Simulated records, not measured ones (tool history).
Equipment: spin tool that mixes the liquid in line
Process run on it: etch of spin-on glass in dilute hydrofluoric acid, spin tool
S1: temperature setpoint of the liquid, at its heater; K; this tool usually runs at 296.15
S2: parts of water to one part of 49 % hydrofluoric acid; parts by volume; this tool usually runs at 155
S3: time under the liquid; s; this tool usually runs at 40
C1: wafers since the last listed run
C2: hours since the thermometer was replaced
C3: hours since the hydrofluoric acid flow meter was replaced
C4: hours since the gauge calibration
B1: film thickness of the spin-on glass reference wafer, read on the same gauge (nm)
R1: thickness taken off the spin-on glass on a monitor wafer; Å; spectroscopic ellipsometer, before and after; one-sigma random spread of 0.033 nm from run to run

run 1 day=0.000 | S1=296.15 S2=155 S3=40 | C1=0 C2=2541.7 C3=2090.3 C4=569.7 | B1=129.978 | R1=44.69
run 2 day=0.275 | S1=293.65 S2=155 S3=30 | C1=88 C2=2548.3 C3=2096.9 C4=576.3 | B1=129.968 | R1=30.27
run 3 day=1.012 | S1=293.65 S2=155 S3=30 | C1=238 C2=2566.0 C3=2114.6 C4=594.0 | B1=130.016 | R1=29.75
run 4 day=1.271 | S1=293.65 S2=155 S3=30 | C1=83 C2=2572.2 C3=2120.8 C4=600.2 | B1=130.003 | R1=29.84
run 5 day=1.742 | S1=296.15 S2=175 S3=40 | C1=152 C2=2583.5 C3=2132.1 C4=611.5 | B1=129.982 | R1=38.25
run 6 day=2.392 | S1=295.15 S2=215 S3=40 | C1=210 C2=2599.1 C3=2147.7 C4=627.1 | B1=129.988 | R1=29.21
run 7 day=2.825 | S1=296.15 S2=155 S3=40 | C1=140 C2=2609.5 C3=2158.1 C4=637.5 | B1=130.026 | R1=44.25
run 8 day=3.375 | S1=296.15 S2=180 S3=40 | C1=177 C2=2622.7 C3=2171.3 C4=650.7 | B1=130.016 | R1=37.24
run 9 day=3.871 | S1=292.65 S2=115 S3=20 | C1=160 C2=2634.6 C3=2183.2 C4=662.6 | B1=130.022 | R1=26.81
run 10 day=4.617 | S1=294.65 S2=180 S3=55 | C1=241 C2=2652.5 C3=2201.1 C4=680.5 | B1=129.989 | R1=47.42
run 11 day=5.196 | S1=296.15 S2=155 S3=40 | C1=187 C2=2666.4 C3=2215.0 C4=694.4 | B1=130.021 | R1=44.19
run 12 day=6.429 | S1=296.15 S2=180 S3=40 | C1=398 C2=2696.0 C3=2244.6 C4=724.0 | B1=129.966 | R1=37.29
run 13 day=6.696 | S1=296.15 S2=155 S3=40 | C1=86 C2=2702.4 C3=2251.0 C4=730.4 | B1=130.018 | R1=44.38
run 14 day=7.229 | S1=300.15 S2=105 S3=60 | C1=172 C2=2715.2 C3=2263.8 C4=743.2 | B1=130.005 | R1=120.44
-- day=7.717 thermometer replaced
-- day=8.408 gauge calibrated
run 15 day=9.262 | S1=296.15 S2=155 S3=20 | C1=644 C2=37.1 C3=2312.6 C4=20.5 | B1=130.001 | R1=24.24
-- day=9.483 hydrofluoric acid flow meter replaced
run 16 day=9.812 | S1=293.15 S2=130 S3=60 | C1=164 C2=50.3 C3=7.9 C4=33.7 | B1=130.042 | R1=79.97
run 17 day=10.192 | S1=296.15 S2=155 S3=40 | C1=122 C2=59.4 C3=17.0 C4=42.8 | B1=130.007 | R1=48.69
run 18 day=10.592 | S1=299.65 S2=85 S3=50 | C1=129 C2=69.0 C3=26.6 C4=52.4 | B1=129.975 | R1=139.46
run 19 day=12.679 | S1=296.15 S2=155 S3=25 | C1=675 C2=119.1 C3=76.7 C4=102.5 | B1=130.029 | R1=30.47
run 20 day=13.196 | S1=296.15 S2=155 S3=40 | C1=167 C2=131.5 C3=89.1 C4=114.9 | B1=130.015 | R1=48.70
run 21 day=13.592 | S1=296.15 S2=155 S3=40 | C1=128 C2=141.0 C3=98.6 C4=124.4 | B1=130.027 | R1=48.66
run 22 day=13.929 | S1=296.15 S2=155 S3=30 | C1=109 C2=149.1 C3=106.7 C4=132.5 | B1=129.987 | R1=36.88
run 23 day=14.404 | S1=293.65 S2=155 S3=40 | C1=153 C2=160.5 C3=118.1 C4=143.9 | B1=129.996 | R1=43.98
run 24 day=14.967 | S1=291.65 S2=195 S3=15 | C1=181 C2=174.0 C3=131.6 C4=157.4 | B1=130.003 | R1=11.76
run 25 day=15.612 | S1=292.15 S2=155 S3=50 | C1=208 C2=189.5 C3=147.1 C4=172.9 | B1=129.953 | R1=52.04

Run 26, settings as shown, results not yet in. Your forecast:
run 26 day=16.333 | S1=294.15 S2=90 S3=40 | C1=233 C2=206.8 C3=164.4 C4=190.2 | B1=? | R1=?

{"run 26": {"B1": 129.952, "R1": 82.81}}
If the tool had no hidden condition, the same run with the same run-to-run variation would have returned R1 84.32 Å.
